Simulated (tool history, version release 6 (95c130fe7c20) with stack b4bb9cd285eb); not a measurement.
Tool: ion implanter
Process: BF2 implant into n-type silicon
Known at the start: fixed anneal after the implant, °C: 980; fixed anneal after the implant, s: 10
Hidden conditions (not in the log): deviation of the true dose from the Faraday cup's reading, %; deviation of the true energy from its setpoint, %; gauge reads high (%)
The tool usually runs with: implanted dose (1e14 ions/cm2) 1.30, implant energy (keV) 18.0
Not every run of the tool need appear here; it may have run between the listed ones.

run	hour	implanted dose (1e14 ions/cm2)	implant energy (keV)	wafers since the last listed run	hours since the last dose calibration	hours since the extraction supply was calibrated	hours since the gauge calibration	read-back reference wafer on the same gauge, sheet resistance	sheet resistance of the implanted and annealed layer (ohm/square)
1	0.0	1.30	18.0	0	1248.3	3807.0	1384.2	962.98	801.00
2	197.7	1.30	18.0	5448	1446.0	4004.7	1581.9	963.04	801.25
3	282.0	1.30	18.0	2323	1530.3	4089.0	1666.2	962.76	801.78
4	338.1	1.30	18.0	1546	1586.4	4145.1	1722.3	963.13	799.81
5	431.0	1.30	18.0	2560	1679.3	4238.0	1815.2	962.97	801.21
6	469.9	1.30	18.0	1072	1718.2	4276.9	1854.1	962.78	800.24
7	527.9	1.08	16.0	1598	1776.2	4334.9	1912.1	963.21	953.85
8	582.6	1.08	16.0	1507	1830.9	4389.6	1966.8	962.87	956.41
# hour 667.7: Faraday cup replaced and dose calibrated
9	684.7	1.08	16.0	2593	17.0	4491.7	2068.9	963.30	963.69
10	720.7	1.17	18.0	992	53.0	4527.7	2104.9	963.41	885.52
11	783.4	1.17	18.0	1728	115.7	4590.4	2167.6	963.02	883.42
# hour 856.3: extraction supply calibrated
12	890.7	1.30	18.0	2736	223.0	34.4	2274.9	962.92	804.73
13	966.1	1.30	18.0	2078	298.4	109.8	2350.3	962.96	804.48
14	1052.3	1.17	15.0	2375	384.6	196.0	2436.5	963.23	901.78
15	1336.5	1.08	20.5	7832	668.8	480.2	2720.7	963.15	925.51
16	1400.1	1.44	23.0	1752	732.4	543.8	2784.3	963.01	710.52
17	1469.4	1.30	18.0	1909	801.7	613.1	2853.6	963.22	803.79
18	1536.0	1.30	18.0	1835	868.3	679.7	2920.2	962.72	801.91
19	1599.8	1.15	21.0	1758	932.1	743.5	2984.0	963.04	872.85
# hour 1635.9: gauge calibrated
20	1637.4	1.30	22.0	1036	969.7	781.1	1.5	962.82	778.62
21	1696.4	1.30	18.0	1626	1028.7	840.1	60.5	962.84	799.94
22	1771.7	1.30	13.5	2075	1104.0	915.4	135.8	962.99	827.41
23	1873.1	1.08	12.0	2794	1205.4	1016.8	237.2	962.64	982.83
24	1922.5	1.01	22.5	1361	1254.8	1066.2	286.6	962.88	958.95
25	2029.1	1.30	18.0	2937	1361.4	1172.8	393.2	962.86	800.97
26	2069.4	1.51	23.0	1110	1401.7	1213.1	433.5	963.47	678.20
27	2112.3	1.03	14.0	1182	1444.6	1256.0	476.4	962.57	1008.11
28	2198.8	1.54	16.5	2384	1531.1	1342.5	562.9	962.86	693.76
29	2261.6	1.30	18.0	1730	1593.9	1405.3	625.7	962.88	798.63
30	2307.1	1.30	23.5	1254	1639.4	1450.8	671.2	963.04	765.73
31	2362.3	1.14	20.0	1521	1694.6	1506.0	726.4	962.68	883.24
32	2427.9	1.08	14.5	1807	1760.2	1571.6	792.0	963.41	967.13
33	2491.1	0.92	23.0	1741	1823.4	1634.8	855.2	963.22	1025.60
34	2578.7	1.58	18.0	2414	1911.0	1722.4	942.8	962.86	668.78
# hour 2598.8: Faraday cup replaced and dose calibrated
35	2633.2	0.94	24.0	1281	34.4	1776.9	997.3	962.94	1009.15
36	2669.4	1.11	23.5	997	70.6	1813.1	1033.5	963.04	882.94

5 options for the next run, each taken on its own from the tool as it stands now. Forecast them:
A	2669.8	1.30	19.5	11	71.0	1813.5	1033.9	?	?
B	2669.8	1.16	23.5	11	71.0	1813.5	1033.9	?	?
C	2669.8	1.46	15.0	11	71.0	1813.5	1033.9	?	?
D	2669.8	1.68	14.5	11	71.0	1813.5	1033.9	?	?
E	2669.8	0.94	21.0	11	71.0	1813.5	1033.9	?	?

run	read-back reference wafer on the same gauge, sheet resistance	sheet resistance of the implanted and annealed layer (ohm/square)
A	962.94	797.67
B	962.94	853.06
C	962.94	742.19
D	962.94	656.86
E	962.94	1036.03
What these runs would have given with no unlogged condition in the tool:
run	sheet resistance of the implanted and annealed layer (ohm/square)
A	798.17
B	853.56
C	742.66
D	657.26
E	1036.61
